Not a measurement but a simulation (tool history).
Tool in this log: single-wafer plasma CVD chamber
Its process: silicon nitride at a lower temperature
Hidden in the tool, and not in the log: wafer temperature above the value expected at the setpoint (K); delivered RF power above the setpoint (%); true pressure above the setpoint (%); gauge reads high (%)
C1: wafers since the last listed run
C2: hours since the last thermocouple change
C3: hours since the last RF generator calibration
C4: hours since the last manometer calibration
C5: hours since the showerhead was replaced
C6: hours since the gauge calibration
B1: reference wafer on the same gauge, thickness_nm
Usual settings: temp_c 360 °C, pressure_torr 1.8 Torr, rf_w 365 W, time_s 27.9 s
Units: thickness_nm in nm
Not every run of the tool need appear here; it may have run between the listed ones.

run 1 hour=0 | temp_c=360 pressure_torr=2.07 rf_w=335 time_s=27.9 | C1=0 C2=1064.7 C3=1953.9 C4=955.7 C5=4798 C6=249 | B1=44.59 | thickness_nm=37.039
run 2 hour=22.2 | temp_c=348 pressure_torr=2.07 rf_w=365 time_s=27.9 | C1=412 C2=1086.9 C3=1976.1 C4=977.9 C5=4820.2 C6=271.2 | B1=44.633 | thickness_nm=39.851
run 3 hour=41.1 | temp_c=348 pressure_torr=2.07 rf_w=365 time_s=27.9 | C1=350 C2=1105.8 C3=1995 C4=996.8 C5=4839.1 C6=290.1 | B1=44.611 | thickness_nm=39.793
run 4 hour=54.9 | temp_c=360 pressure_torr=1.8 rf_w=365 time_s=27.9 | C1=256 C2=1119.6 C3=2008.8 C4=1010.6 C5=4852.9 C6=303.9 | B1=44.632 | thickness_nm=37.878
run 5 hour=77.5 | temp_c=360 pressure_torr=1.8 rf_w=365 time_s=27.9 | C1=419 C2=1142.2 C3=2031.4 C4=1033.2 C5=4875.5 C6=326.5 | B1=44.693 | thickness_nm=37.747
run 6 hour=112.1 | temp_c=360 pressure_torr=1.8 rf_w=365 time_s=27.9 | C1=642 C2=1176.8 C3=2066 C4=1067.8 C5=4910.1 C6=361.1 | B1=44.688 | thickness_nm=37.968
-- hour=150.2 thermocouple changed; heater temperature recalibrated
run 7 hour=150.7 | temp_c=360 pressure_torr=1.8 rf_w=365 time_s=27.9 | C1=568 C2=0.5 C3=2104.6 C4=1106.4 C5=4948.7 C6=399.7 | B1=44.727 | thickness_nm=37.879
run 8 hour=164.2 | temp_c=360 pressure_torr=1.8 rf_w=365 time_s=27.9 | C1=250 C2=14 C3=2118.1 C4=1119.9 C5=4962.2 C6=413.2 | B1=44.703 | thickness_nm=38.165
run 9 hour=179.7 | temp_c=360 pressure_torr=1.8 rf_w=365 time_s=27.9 | C1=287 C2=29.5 C3=2133.6 C4=1135.4 C5=4977.7 C6=428.7 | B1=44.716 | thickness_nm=37.736

Expected results for the next run?
-- hour=200.1 capacitance manometer re-zeroed and calibrated
-- hour=211.8 gauge calibrated
run 10 hour=238.3 | temp_c=350 pressure_torr=2.16 rf_w=365 time_s=27.9 | C1=939 C2=88.1 C3=2192.2 C4=38.2 C5=5036.3 C6=26.5 | B1=? | thickness_nm=?

{"run 10": {"B1": 43.832, "thickness_nm": 39.608}}
With no hidden state in the tool, this same run would have given thickness_nm 39.582 nm.
